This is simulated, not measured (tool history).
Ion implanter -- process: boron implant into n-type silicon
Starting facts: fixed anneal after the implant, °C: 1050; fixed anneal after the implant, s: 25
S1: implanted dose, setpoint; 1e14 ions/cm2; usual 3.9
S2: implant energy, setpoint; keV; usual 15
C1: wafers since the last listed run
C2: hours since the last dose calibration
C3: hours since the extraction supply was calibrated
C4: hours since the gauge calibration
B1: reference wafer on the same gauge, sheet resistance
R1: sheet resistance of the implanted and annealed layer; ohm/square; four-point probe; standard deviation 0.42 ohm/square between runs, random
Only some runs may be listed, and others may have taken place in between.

run 1 hour=0 | S1=3.9 S2=15 | C1=0 C2=1927.3 C3=3420.8 C4=265 | B1=284.95 | R1=265.4
run 2 hour=15.8 | S1=3.9 S2=15 | C1=382 C2=1943.1 C3=3436.6 C4=280.8 | B1=285.13 | R1=265.61
-- hour=20.8 gauge calibrated
run 3 hour=27.9 | S1=3.9 S2=15 | C1=293 C2=1955.2 C3=3448.7 C4=7.1 | B1=285.09 | R1=265.36
run 4 hour=43.8 | S1=3.9 S2=15 | C1=385 C2=1971.1 C3=3464.6 C4=23 | B1=285.04 | R1=264.9
run 5 hour=63.8 | S1=3.9 S2=12 | C1=484 C2=1991.1 C3=3484.6 C4=43 | B1=285.08 | R1=271.95
run 6 hour=78.8 | S1=3.9 S2=19 | C1=363 C2=2006.1 C3=3499.6 C4=58 | B1=285.21 | R1=257.59
run 7 hour=92.1 | S1=3.9 S2=19 | C1=322 C2=2019.4 C3=3512.9 C4=71.3 | B1=285.1 | R1=258.21
run 8 hour=111.9 | S1=3.9 S2=19 | C1=479 C2=2039.2 C3=3532.7 C4=91.1 | B1=284.98 | R1=259.04
run 9 hour=141.9 | S1=3.65 S2=15 | C1=726 C2=2069.2 C3=3562.7 C4=121.1 | B1=285.06 | R1=279.34
run 10 hour=163.4 | S1=3.65 S2=15 | C1=520 C2=2090.7 C3=3584.2 C4=142.6 | B1=284.84 | R1=279.6
run 11 hour=193 | S1=3.54 S2=12.5 | C1=717 C2=2120.3 C3=3613.8 C4=172.2 | B1=285.27 | R1=292.88
run 12 hour=221.4 | S1=3.9 S2=15 | C1=688 C2=2148.7 C3=3642.2 C4=200.6 | B1=284.93 | R1=265.9
run 13 hour=235 | S1=3.9 S2=15 | C1=329 C2=2162.3 C3=3655.8 C4=214.2 | B1=285.06 | R1=264.99
run 14 hour=260.3 | S1=3.9 S2=15 | C1=612 C2=2187.6 C3=3681.1 C4=239.5 | B1=284.99 | R1=265.62
run 15 hour=281.8 | S1=2.96 S2=11.5 | C1=520 C2=2209.1 C3=3702.6 C4=261 | B1=284.89 | R1=342.87
-- hour=308 Faraday cup replaced and dose calibrated
-- hour=315.9 extraction supply calibrated
run 16 hour=316.4 | S1=3.9 S2=10.5 | C1=454 C2=8.4 C3=0.5 C4=295.6 | B1=285.03 | R1=290.4
run 17 hour=341.8 | S1=4.54 S2=11 | C1=615 C2=33.8 C3=25.9 C4=321 | B1=285.12 | R1=254.42
-- hour=354.9 gauge calibrated
run 18 hour=356 | S1=3.33 S2=20 | C1=344 C2=48 C3=40.1 C4=1.1 | B1=284.94 | R1=307.33
run 19 hour=383.7 | S1=4.43 S2=19.5 | C1=671 C2=75.7 C3=67.8 C4=28.8 | B1=285.07 | R1=243.57
run 20 hour=419.1 | S1=3.9 S2=10 | C1=857 C2=111.1 C3=103.2 C4=64.2 | B1=285 | R1=290.99
run 21 hour=450.9 | S1=3.9 S2=15 | C1=770 C2=142.9 C3=135 C4=96 | B1=284.86 | R1=277.35

What if the next run were any one of these 5? Each begins from the tool's condition after run 21:
run A hour=451.3 | S1=3.02 S2=15 | C1=9 C2=143.3 C3=135.4 C4=96.4 | B1=? | R1=?
run B hour=451.3 | S1=4.24 S2=18.5 | C1=9 C2=143.3 C3=135.4 C4=96.4 | B1=? | R1=?
run C hour=451.3 | S1=4.71 S2=18.5 | C1=9 C2=143.3 C3=135.4 C4=96.4 | B1=? | R1=?
run D hour=451.3 | S1=4.2 S2=10.5 | C1=9 C2=143.3 C3=135.4 C4=96.4 | B1=? | R1=?
run E hour=451.3 | S1=2.93 S2=19 | C1=9 C2=143.3 C3=135.4 C4=96.4 | B1=? | R1=?

run=A B1=285.05 R1=341.54
run=B B1=285.05 R1=252.44
run=C B1=285.05 R1=231.42
run=D B1=285.05 R1=270.51
run=E B1=285.05 R1=341.13
What these runs would have given with no unlogged condition in the tool:
run=A R1=343.5
run=B R1=253.89
run=C R1=232.76
run=D R1=272.09
run=E R1=343.09

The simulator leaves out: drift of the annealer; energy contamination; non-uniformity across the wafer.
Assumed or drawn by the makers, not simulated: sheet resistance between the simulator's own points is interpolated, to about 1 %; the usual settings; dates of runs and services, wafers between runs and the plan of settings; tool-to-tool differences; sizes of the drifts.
